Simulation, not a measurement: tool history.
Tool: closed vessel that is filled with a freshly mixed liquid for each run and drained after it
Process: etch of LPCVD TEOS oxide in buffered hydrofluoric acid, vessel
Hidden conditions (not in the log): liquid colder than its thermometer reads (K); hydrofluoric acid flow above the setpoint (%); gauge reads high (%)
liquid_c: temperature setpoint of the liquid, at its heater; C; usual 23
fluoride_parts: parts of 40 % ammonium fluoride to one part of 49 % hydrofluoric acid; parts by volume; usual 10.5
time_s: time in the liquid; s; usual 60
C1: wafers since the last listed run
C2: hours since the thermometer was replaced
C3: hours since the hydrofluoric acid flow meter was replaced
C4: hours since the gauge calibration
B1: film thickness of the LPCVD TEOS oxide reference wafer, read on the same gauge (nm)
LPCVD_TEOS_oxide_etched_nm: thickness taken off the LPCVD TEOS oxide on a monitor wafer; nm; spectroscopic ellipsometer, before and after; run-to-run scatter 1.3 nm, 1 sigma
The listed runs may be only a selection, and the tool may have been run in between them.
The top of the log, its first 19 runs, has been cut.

{"run": 20, "hour": 489.0, "liquid_c": 23, "fluoride_parts": 12.5, "time_s": 60, "C1": 5384, "C2": 354.4, "C3": 2033.3, "C4": 378.4, "B1": 99.97, "LPCVD_TEOS_oxide_etched_nm": 119.59}
{"run": 21, "hour": 504.2, "liquid_c": 21.5, "fluoride_parts": 9.5, "time_s": 60, "C1": 2142, "C2": 369.6, "C3": 2048.5, "C4": 393.6, "B1": 100.03, "LPCVD_TEOS_oxide_etched_nm": 141.51}
{"run": 22, "hour": 520.8, "liquid_c": 18.5, "fluoride_parts": 6.5, "time_s": 30, "C1": 2339, "C2": 386.2, "C3": 2065.1, "C4": 410.2, "B1": 100, "LPCVD_TEOS_oxide_etched_nm": 86.52}
{"run": 23, "hour": 543.4, "liquid_c": 20, "fluoride_parts": 12.5, "time_s": 45, "C1": 3185, "C2": 408.8, "C3": 2087.7, "C4": 432.8, "B1": 100, "LPCVD_TEOS_oxide_etched_nm": 76.45}
{"run": 24, "hour": 560.5, "liquid_c": 25.5, "fluoride_parts": 14, "time_s": 75, "C1": 2410, "C2": 425.9, "C3": 2104.8, "C4": 449.9, "B1": 99.99, "LPCVD_TEOS_oxide_etched_nm": 154.34}
{"run": 25, "hour": 581.2, "liquid_c": 23, "fluoride_parts": 10.5, "time_s": 60, "C1": 2917, "C2": 446.6, "C3": 2125.5, "C4": 470.6, "B1": 99.98, "LPCVD_TEOS_oxide_etched_nm": 142.96}
{"hour": 594.5, "done": "hydrofluoric acid flow meter replaced"}
{"run": 26, "hour": 605.6, "liquid_c": 20.5, "fluoride_parts": 12, "time_s": 60, "C1": 3298, "C2": 471, "C3": 11.1, "C4": 495, "B1": 100.01, "LPCVD_TEOS_oxide_etched_nm": 111.11}
{"run": 27, "hour": 629.9, "liquid_c": 26.5, "fluoride_parts": 8, "time_s": 60, "C1": 3425, "C2": 495.3, "C3": 35.4, "C4": 519.3, "B1": 99.99, "LPCVD_TEOS_oxide_etched_nm": 220.37}
{"run": 28, "hour": 651.8, "liquid_c": 21.5, "fluoride_parts": 8, "time_s": 35, "C1": 3086, "C2": 517.2, "C3": 57.3, "C4": 541.2, "B1": 100, "LPCVD_TEOS_oxide_etched_nm": 98.38}
{"run": 29, "hour": 664.0, "liquid_c": 27.5, "fluoride_parts": 7.5, "time_s": 60, "C1": 1719, "C2": 529.4, "C3": 69.5, "C4": 553.4, "B1": 100, "LPCVD_TEOS_oxide_etched_nm": 242.2}
{"run": 30, "hour": 745.9, "liquid_c": 20, "fluoride_parts": 13, "time_s": 45, "C1": 11544, "C2": 611.3, "C3": 151.4, "C4": 635.3, "B1": 99.99, "LPCVD_TEOS_oxide_etched_nm": 74.04}
{"run": 31, "hour": 847.7, "liquid_c": 23, "fluoride_parts": 13, "time_s": 80, "C1": 14349, "C2": 713.1, "C3": 253.2, "C4": 737.1, "B1": 100, "LPCVD_TEOS_oxide_etched_nm": 154.95}
{"run": 32, "hour": 865.3, "liquid_c": 22, "fluoride_parts": 10.5, "time_s": 60, "C1": 2480, "C2": 730.7, "C3": 270.8, "C4": 754.7, "B1": 99.98, "LPCVD_TEOS_oxide_etched_nm": 134.34}

Each row is a separate what-if for the run after 32, all from the same tool condition, not one after another. Results?
{"run": "A", "hour": 866.0, "liquid_c": 23, "fluoride_parts": 10.5, "time_s": 60, "C1": 98, "C2": 731.4, "C3": 271.5, "C4": 755.4, "B1": "?", "LPCVD_TEOS_oxide_etched_nm": "?"}
{"run": "B", "hour": 866.0, "liquid_c": 23, "fluoride_parts": 9, "time_s": 60, "C1": 98, "C2": 731.4, "C3": 271.5, "C4": 755.4, "B1": "?", "LPCVD_TEOS_oxide_etched_nm": "?"}
{"run": "C", "hour": 866.0, "liquid_c": 23, "fluoride_parts": 10.5, "time_s": 40, "C1": 98, "C2": 731.4, "C3": 271.5, "C4": 755.4, "B1": "?", "LPCVD_TEOS_oxide_etched_nm": "?"}
{"run": "D", "hour": 866.0, "liquid_c": 23, "fluoride_parts": 7, "time_s": 60, "C1": 98, "C2": 731.4, "C3": 271.5, "C4": 755.4, "B1": "?", "LPCVD_TEOS_oxide_etched_nm": "?"}
{"run": "E", "hour": 866.0, "liquid_c": 23, "fluoride_parts": 10.5, "time_s": 75, "C1": 98, "C2": 731.4, "C3": 271.5, "C4": 755.4, "B1": "?", "LPCVD_TEOS_oxide_etched_nm": "?"}

run=A B1=100 LPCVD_TEOS_oxide_etched_nm=141.11
run=B B1=100 LPCVD_TEOS_oxide_etched_nm=158.12
run=C B1=100 LPCVD_TEOS_oxide_etched_nm=94.08
run=D B1=100 LPCVD_TEOS_oxide_etched_nm=207.55
run=E B1=100 LPCVD_TEOS_oxide_etched_nm=176.39
Stripped of hidden state, with their random variation kept, the same runs would have yielded:
run=A LPCVD_TEOS_oxide_etched_nm=141.11
run=B LPCVD_TEOS_oxide_etched_nm=158.12
run=C LPCVD_TEOS_oxide_etched_nm=94.08
run=D LPCVD_TEOS_oxide_etched_nm=207.55
run=E LPCVD_TEOS_oxide_etched_nm=176.39

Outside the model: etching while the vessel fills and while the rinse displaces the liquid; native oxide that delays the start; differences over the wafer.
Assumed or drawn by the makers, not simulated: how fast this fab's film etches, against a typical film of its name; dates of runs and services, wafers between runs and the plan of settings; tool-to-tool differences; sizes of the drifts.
